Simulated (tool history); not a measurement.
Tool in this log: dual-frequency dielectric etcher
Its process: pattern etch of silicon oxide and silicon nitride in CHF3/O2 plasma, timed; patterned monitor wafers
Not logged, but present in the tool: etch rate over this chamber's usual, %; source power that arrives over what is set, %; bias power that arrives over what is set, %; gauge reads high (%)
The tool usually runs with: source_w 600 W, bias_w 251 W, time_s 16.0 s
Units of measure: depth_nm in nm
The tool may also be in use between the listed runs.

run	hour	source_w	bias_w	time_s	wafers since the last listed run	hours since the last wet clean	hours since the last source power generator calibration	hours since the last bias power generator calibration	hours since the last upper electrode change	hours since the gauge calibration	read-back reference wafer on the same gauge, depth_nm	depth_nm
1	0.0	600	251	16.0	0	149.8	1702.2	980.2	1479.6	338.9	21.72	25.80
2	37.6	600	251	16.0	406	187.4	1739.8	1017.8	1517.2	376.5	21.67	25.88
3	120.7	600	251	16.0	897	270.5	1822.9	1100.9	1600.3	459.6	21.62	25.79
4	152.1	600	266	16.0	339	301.9	1854.3	1132.3	1631.7	491.0	21.55	25.92
5	203.8	600	251	19.5	558	353.6	1906.0	1184.0	1683.4	542.7	21.57	31.08
# hour 262.1: wet clean of the chamber
6	262.6	600	251	16.0	375	0.5	1964.8	1242.8	1742.2	601.5	21.52	25.26
7	300.9	600	251	16.0	413	38.8	2003.1	1281.1	1780.5	639.8	21.46	25.58
8	352.1	560	251	16.0	553	90.0	2054.3	1332.3	1831.7	691.0	21.44	24.73
9	400.5	600	251	16.0	522	138.4	2102.7	1380.7	1880.1	739.4	21.42	25.38
# hour 425.7: source power generator calibrated
10	429.6	530	298	19.0	271	167.5	3.9	1409.8	1909.2	768.5	21.40	30.20
11	455.3	600	222	16.0	277	193.2	29.6	1435.5	1934.9	794.2	21.39	24.39
12	483.2	600	218	11.5	301	221.1	57.5	1463.4	1962.8	822.1	21.38	17.63
13	540.4	540	274	16.0	617	278.3	114.7	1520.6	2020.0	879.3	21.37	25.09
14	582.9	490	251	16.0	459	320.8	157.2	1563.1	2062.5	921.8	21.36	23.41
15	637.7	600	251	16.0	591	375.6	212.0	1617.9	2117.3	976.6	21.33	25.11
# hour 663.4: bias power generator calibrated
16	694.1	600	251	16.0	566	432.0	268.4	30.7	2173.7	1033.0	21.33	25.20
17	751.8	600	251	16.0	623	489.7	326.1	88.4	2231.4	1090.7	21.28	25.21
# hour 779.4: wet clean of the chamber
18	805.0	600	251	20.0	315	25.6	379.3	141.6	2284.6	1143.9	21.26	31.77
19	852.5	600	207	16.0	513	73.1	426.8	189.1	2332.1	1191.4	21.35	23.92
# hour 894.3: upper electrode replaced
20	921.1	600	251	18.0	481	141.7	495.4	257.7	26.8	1260.0	21.26	28.49
21	992.5	600	251	16.0	771	213.1	566.8	329.1	98.2	1331.4	21.26	25.23
22	1032.9	600	305	17.5	436	253.5	607.2	369.5	138.6	1371.8	21.27	28.97
# hour 1035.8: gauge calibrated
23	1077.2	460	251	16.0	478	297.8	651.5	413.8	182.9	41.4	22.20	23.94
24	1118.3	600	268	16.0	443	338.9	692.6	454.9	224.0	82.5	22.08	26.28
# hour 1177.6: wet clean of the chamber
25	1291.4	600	269	13.5	1610	113.8	865.7	628.0	397.1	255.6	21.82	22.13
26	1433.0	600	215	16.0	1529	255.4	1007.3	769.6	538.7	397.2	21.63	24.46
27	1480.4	490	194	21.0	512	302.8	1054.7	817.0	586.1	444.6	21.61	29.07
28	1528.1	720	251	19.0	515	350.5	1102.4	864.7	633.8	492.3	21.57	32.21
29	1569.2	600	251	16.0	443	391.6	1143.5	905.8	674.9	533.4	21.53	25.55
30	1609.0	600	251	16.0	429	431.4	1183.3	945.6	714.7	573.2	21.46	25.27

Results for each run, recomputed without the tool's hidden state and with each run's random variation untouched:
run	depth_nm
1	26.49
2	26.62
3	26.63
4	26.80
5	32.19
6	26.21
7	26.58
8	25.72
9	26.43
10	31.47
11	25.42
12	18.39
13	26.19
14	24.45
15	26.25
16	26.36
17	26.38
18	33.27
19	25.06
20	29.87
21	26.46
22	30.39
23	24.06
24	26.51
25	22.64
26	25.21
27	30.02
28	33.33
29	26.47
30	26.22
